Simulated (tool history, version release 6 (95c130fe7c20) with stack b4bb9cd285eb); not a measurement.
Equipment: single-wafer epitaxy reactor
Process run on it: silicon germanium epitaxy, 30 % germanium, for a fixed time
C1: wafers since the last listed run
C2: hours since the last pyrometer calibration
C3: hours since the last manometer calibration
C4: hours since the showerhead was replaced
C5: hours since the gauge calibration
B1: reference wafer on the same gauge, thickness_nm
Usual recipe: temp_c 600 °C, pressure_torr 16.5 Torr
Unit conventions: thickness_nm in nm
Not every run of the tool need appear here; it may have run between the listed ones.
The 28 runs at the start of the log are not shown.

run 29 hour=352.8 | temp_c=588 pressure_torr=13.9 | C1=89 C2=40.7 C3=125.1 C4=174.1 C5=63 | B1=46.53 | thickness_nm=39.304
run 30 hour=366.3 | temp_c=593 pressure_torr=15.3 | C1=172 C2=54.2 C3=138.6 C4=187.6 C5=76.5 | B1=46.531 | thickness_nm=44.1
run 31 hour=381.4 | temp_c=605 pressure_torr=14.5 | C1=192 C2=69.3 C3=153.7 C4=202.7 C5=91.6 | B1=46.47 | thickness_nm=54.759
run 32 hour=398.2 | temp_c=590 pressure_torr=18.4 | C1=214 C2=86.1 C3=170.5 C4=219.5 C5=108.4 | B1=46.488 | thickness_nm=43.139
run 33 hour=408.5 | temp_c=600 pressure_torr=16.5 | C1=131 C2=96.4 C3=180.8 C4=229.8 C5=118.7 | B1=46.502 | thickness_nm=51.03
run 34 hour=424.7 | temp_c=600 pressure_torr=16.5 | C1=206 C2=112.6 C3=197 C4=246 C5=134.9 | B1=46.489 | thickness_nm=50.827
run 35 hour=435.2 | temp_c=608 pressure_torr=12.8 | C1=133 C2=123.1 C3=207.5 C4=256.5 C5=145.4 | B1=46.476 | thickness_nm=56.506
run 36 hour=452.1 | temp_c=612 pressure_torr=13.8 | C1=215 C2=140 C3=224.4 C4=273.4 C5=162.3 | B1=46.515 | thickness_nm=61.303

Consider 3 possible next runs. They are alternatives, not a sequence: every one starts from the tool as it was left by run 36. What does each give?
run A hour=452.5 | temp_c=600 pressure_torr=16.5 | C1=5 C2=140.4 C3=224.8 C4=273.8 C5=162.7 | B1=? | thickness_nm=?
run B hour=452.5 | temp_c=607 pressure_torr=17.8 | C1=5 C2=140.4 C3=224.8 C4=273.8 C5=162.7 | B1=? | thickness_nm=?
run C hour=452.5 | temp_c=614 pressure_torr=20.6 | C1=5 C2=140.4 C3=224.8 C4=273.8 C5=162.7 | B1=? | thickness_nm=?

run=A B1=46.501 thickness_nm=50.973
run=B B1=46.501 thickness_nm=58.922
run=C B1=46.501 thickness_nm=69.068
With no hidden state in the tool, these same runs would have given:
run=A thickness_nm=50.721
run=B thickness_nm=58.635
run=C thickness_nm=68.737
